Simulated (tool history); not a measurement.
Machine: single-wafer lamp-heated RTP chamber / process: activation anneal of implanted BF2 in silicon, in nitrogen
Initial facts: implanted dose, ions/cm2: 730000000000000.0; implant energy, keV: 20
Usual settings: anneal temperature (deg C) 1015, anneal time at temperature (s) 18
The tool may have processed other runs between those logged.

run   hour  anneal temperature (deg C)  anneal time at temperature (s)  wafers since the last listed run  wafers since the last pyrometer calibration  wafers since the reflector plate was cleaned  hours since the gauge calibration  read-back reference wafer on the same gauge, sheet resistance  sheet resistance of the implanted and annealed layer (ohm/square)
  1      0                        1006                              22                                 0                                          813                                          1770                              557.2                                                          159.2                                                             195.34
  2   20.7                        1015                              18                               323                                         1137                                          2094                              577.9                                                         159.01                                                             193.27
  3   43.4                        1015                              18                               355                                         1492                                          2450                              600.6                                                         159.22                                                             192.31
  4   67.6                        1015                              18                               378                                         1870                                          2828                              624.8                                                         158.96                                                             192.86
  5   80.2                        1015                              18                               197                                         2068                                          3025                              637.4                                                          158.9                                                             192.75
  6   99.1                        1035                              24                               295                                         2363                                          3321                              656.3                                                         158.85                                                             175.84
  7    121                        1035                              24                               342                                         2706                                          3664                              678.2                                                         159.05                                                              174.5
     134.5  -- pyrometer window cleaned and pyrometer calibrated
  8    153                        1035                              24                               375                                          289                                          4040                              710.2                                                         158.85                                                              175.8
  9  176.6                        1015                              18                               369                                          658                                          4409                              733.8                                                         159.15                                                              190.6
 10  210.6                        1015                              18                               532                                         1190                                          4941                              767.8                                                         159.14                                                             190.97
 11  245.6                        1015                              18                               547                                         1738                                          5489                              802.8                                                         158.97                                                             192.13
     318.1  -- pyrometer window cleaned and pyrometer calibrated
 12  318.6                         992                              24                              1017                                            7                                          6506                              875.8                                                         158.74                                                             202.81
       337  -- gauge calibrated
 13  338.1                         992                              24                               305                                          312                                          6811                                1.1                                                          159.2                                                             203.13
 14  362.4                        1000                              18                               380                                          693                                          7191                               25.4                                                         159.02                                                             199.27
 15  375.8                        1000                              18                               209                                          902                                          7401                               38.8                                                         158.83                                                             198.68
 16  392.1                        1000                              18                               255                                         1158                                          7656                               55.1                                                         158.99                                                             199.77
 17  419.7                        1024                              18                               431                                         1589                                          8088                               82.7                                                         159.07                                                             182.24
 18    436                        1015                              25                               255                                         1845                                          8343                                 99                                                         158.77                                                             182.62
 19  453.1                        1005                              27                               267                                         2112                                          8611                              116.1                                                         158.97                                                             187.12
 20  481.6                         987                              28                               446                                         2558                                          9057                              144.6                                                         158.82                                                              201.8
 21  494.9                        1015                              18                               208                                         2766                                          9265                              157.9                                                         158.95                                                              186.1
 22  510.9                        1000                              18                               250                                         3017                                          9515                              173.9                                                         158.71                                                             197.66
     538.6  -- pyrometer window cleaned and pyrometer calibrated
 23  539.1                        1015                              25                               316                                            8                                          9831                              202.1                                                         158.79                                                             179.65
     560.9  -- reflector plate cleaned
 24  563.9                         992                              26                               262                                          271                                            47                              226.9                                                         158.87                                                             204.31
 25  593.1                        1015                              18                               456                                          728                                           504                              256.1                                                         158.85                                                             191.79
 26  619.7                        1005                              18                               416                                         1144                                           920                              282.7                                                          159.2                                                             199.69
 27  643.9                        1015                              13                               378                                         1523                                          1299                              306.9                                                          159.1                                                             194.87
 28  660.8                        1015                              18                               264                                         1787                                          1563                              323.8                                                         159.37                                                             191.85
 29    693                        1005                              24                               503                                         2291                                          2067                                356                                                         159.03                                                              193.7
 30  709.3                        1044                              18                               255                                         2546                                          2322                              372.3                                                         159.41                                                             176.11
 31  722.5                        1000                              22                               206                                         2753                                          2529                              385.5                                                         159.06                                                             198.54
     740.8  -- pyrometer window cleaned and pyrometer calibrated
 32  743.4                        1015                              18                               201                                           40                                          2731                              406.4                                                          159.4                                                             191.61
 33  766.3                        1015                              18                               358                                          398                                          3089                              429.3                                                         158.89                                                             190.24
 34  817.3                        1040                              14                               798                                         1196                                          3887                              480.3                                                         159.17                                                             179.63
 35  885.2                         991                               7                              1062                                         2259                                          4950                              548.2                                                         158.99                                                             226.38

For each entry between runs, how does the tool's hidden state at the last listed run before it compare with that at the first listed run after it?
Runs 7 to 8: pyrometer window cleaned and pyrometer calibrated (hour 134.5)
  wafer temperature error from the tarnished reflector plate, K: 1.45 -> 1.82
  difference, measured minus the result without the unlogged condition, sheet resistance of the implanted and annealed layer (ohm/square): -0.66 -> -0.84
Runs 11 to 12: pyrometer window cleaned and pyrometer calibrated (hour 318.1)
  wafer temperature error from the tarnished reflector plate, K: 3.15 -> 4.47
  difference, measured minus the result without the unlogged condition, sheet resistance of the implanted and annealed layer (ohm/square): -2.24 -> -4.44
Runs 12 to 13: gauge calibrated (hour 337)
  wafer temperature error from the tarnished reflector plate, K: 4.47 -> 4.86
  difference, measured minus the result without the unlogged condition, sheet resistance of the implanted and annealed layer (ohm/square): -4.44 -> -4.83
Runs 22 to 23: pyrometer window cleaned and pyrometer calibrated (hour 538.6)
  wafer temperature error from the tarnished reflector plate, K: 9.1 -> 9.91
  difference, measured minus the result without the unlogged condition, sheet resistance of the implanted and annealed layer (ohm/square): -7.76 -> -6.14
Runs 23 to 24: reflector plate cleaned (hour 560.9)
  wafer temperature error from the tarnished reflector plate, K: 9.91 -> 1.23
  difference, measured minus the result without the unlogged condition, sheet resistance of the implanted and annealed layer (ohm/square): -6.14 -> -1.24
Runs 31 to 32: pyrometer window cleaned and pyrometer calibrated (hour 740.8)
  wafer temperature error from the tarnished reflector plate, K: 1.82 -> 1.98
  difference, measured minus the result without the unlogged condition, sheet resistance of the implanted and annealed layer (ohm/square): -1.63 -> -1.4
